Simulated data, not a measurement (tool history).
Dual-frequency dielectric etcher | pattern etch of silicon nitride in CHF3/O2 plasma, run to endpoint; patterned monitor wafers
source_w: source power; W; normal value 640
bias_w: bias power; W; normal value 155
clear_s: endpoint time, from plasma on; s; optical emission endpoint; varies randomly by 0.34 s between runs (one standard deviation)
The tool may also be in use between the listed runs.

run	hour	source_w	bias_w	wafers since the last listed run	hours since the last wet clean	hours since the last source power generator calibration	hours since the last bias power generator calibration	hours since the last upper electrode change	incoming incoming film thickness, nm	clear_s
1	0.0	640	172	0	349.6	2047.8	1561.1	2364.5	87.3	53.8
2	17.3	510	155	213	366.9	2065.1	1578.4	2381.8	87.3	63.6
3	25.4	510	155	99	375.0	2073.2	1586.5	2389.9	87.2	63.7
4	34.4	510	155	110	384.0	2082.2	1595.5	2398.9	86.2	62.9
5	82.5	640	155	593	432.1	2130.3	1643.6	2447.0	86.9	54.1
6	97.3	640	155	182	446.9	2145.1	1658.4	2461.8	87.2	53.9
# hour 155.6: upper electrode replaced
7	156.1	640	155	429	505.7	2203.9	1717.2	0.5	87.6	53.9
8	158.6	640	155	30	508.2	2206.4	1719.7	3.0	87.3	53.7
9	170.2	640	155	143	519.8	2218.0	1731.3	14.6	87.5	53.9
10	179.6	640	177	115	529.2	2227.4	1740.7	24.0	87.0	52.8
# hour 189.3: bias power generator calibrated
11	189.8	640	155	76	539.4	2237.6	0.5	34.2	86.4	52.7
# hour 200.9: source power generator calibrated
12	201.4	510	119	93	551.0	0.5	12.1	45.8	87.2	64.8

For run 13, what comes out?
13	206.6	780	122	64	556.2	5.7	17.3	51.0	86.5	?

Run 13 gave clear_s 48.9 s.
If the tool had no hidden condition, the same run with the same run-to-run variation would have returned clear_s 51.4 s.
